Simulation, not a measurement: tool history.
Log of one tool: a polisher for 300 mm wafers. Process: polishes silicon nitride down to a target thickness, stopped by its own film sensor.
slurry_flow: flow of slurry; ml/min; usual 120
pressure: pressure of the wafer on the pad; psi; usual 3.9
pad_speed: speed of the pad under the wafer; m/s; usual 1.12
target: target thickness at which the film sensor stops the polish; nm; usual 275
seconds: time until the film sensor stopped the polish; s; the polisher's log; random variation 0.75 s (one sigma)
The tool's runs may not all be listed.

run    hour  slurry_flow  pressure  pad_speed  target  wafers since the last listed run  wafers polished on this pad  hours since the slurry nozzle was cleaned  hours since the head pressure was calibrated  incoming thickness of the incoming film, nm  seconds
  1     0.0          120       3.9       1.12     275                                 0                         1106                                      456.0                                         371.5                                        460.2     85.1
  2    67.5          120       3.9       1.12     275                               539                         1646                                      523.5                                         439.0                                        462.7     85.8
  3   144.6          120       3.9       1.12     275                               616                         2262                                      600.6                                         516.1                                        459.5     87.5
      164.0  -- slurry nozzle cleaned
  4   198.3          120       3.9       1.12     275                               421                         2683                                       34.3                                         569.8                                        458.6     84.7
      241.7  -- worn pad replaced by a new one
  5   282.6          120       3.9       1.12     275                               641                          326                                      118.6                                         654.1                                        455.0     74.1
  6   357.5          120       3.9       1.12     275                               598                          925                                      193.5                                         729.0                                        458.8     79.8
  7   443.9          120       3.9       1.12     275                               690                         1615                                      279.9                                         815.4                                        459.0     82.6
  8   550.2          120       4.5       1.12     275                               849                         2465                                      386.2                                         921.7                                        453.5     70.1
      620.3  -- head pressure recalibrated
  9   620.7          120       4.5       1.12     275                               547                         3012                                      456.7                                           0.4                                        463.7     76.8
      649.4  -- worn pad replaced by a new one
 10   675.1          120       4.5       1.12     275                               402                          205                                      511.1                                          54.8                                        468.9     74.2
 11   747.0          120       3.9       1.12     275                               574                          780                                      583.0                                         126.7                                        459.8     82.3
 12   906.3          120       3.9       1.12     275                              1273                         2053                                      742.3                                         286.0                                        454.4     82.9
      914.2  -- slurry nozzle cleaned
 13   987.6          150       4.8       1.12     275                               641                         2695                                       73.4                                         367.3                                        456.9     68.5
     1000.9  -- worn pad replaced by a new one
 14  1086.0          120       4.6       1.12     323                               754                          680                                      171.8                                         465.7                                        455.9     49.2
 15  1185.2          120       3.9       1.12     221                               792                         1473                                      271.0                                         564.9                                        460.2    105.8
 16  1261.9          135       3.9       1.34     275                               613                         2086                                      347.7                                         641.6                                        456.0     68.7
 17  1357.3          120       3.9       1.12     275                               762                         2848                                      443.1                                         737.0                                        457.7     81.6
     1407.0  -- worn pad replaced by a new one
 18  1418.9          120       3.2       0.94     275                               460                           95                                      504.7                                         798.6                                        458.9    101.3
     1487.8  -- head pressure recalibrated
 19  1514.7          120       3.9       1.12     275                               749                          844                                      600.5                                          26.9                                        459.8     83.5
     1532.0  -- slurry nozzle cleaned
 20  1565.3           90       2.6       1.12     328                               396                         1241                                       33.3                                          77.5                                        452.1     81.5
 21  1610.4          120       3.9       1.12     275                               360                         1601                                       78.4                                         122.6                                        456.7     83.2

Run 22 comes next. What will it give?
 22  1704.0          130       4.9       0.80     225                               748                         2349                                      172.0                                         216.2                                        457.7        ?

Run 22 gave seconds 116.2 s.
Without the tool's hidden state the same run would have given seconds 103.0 s.

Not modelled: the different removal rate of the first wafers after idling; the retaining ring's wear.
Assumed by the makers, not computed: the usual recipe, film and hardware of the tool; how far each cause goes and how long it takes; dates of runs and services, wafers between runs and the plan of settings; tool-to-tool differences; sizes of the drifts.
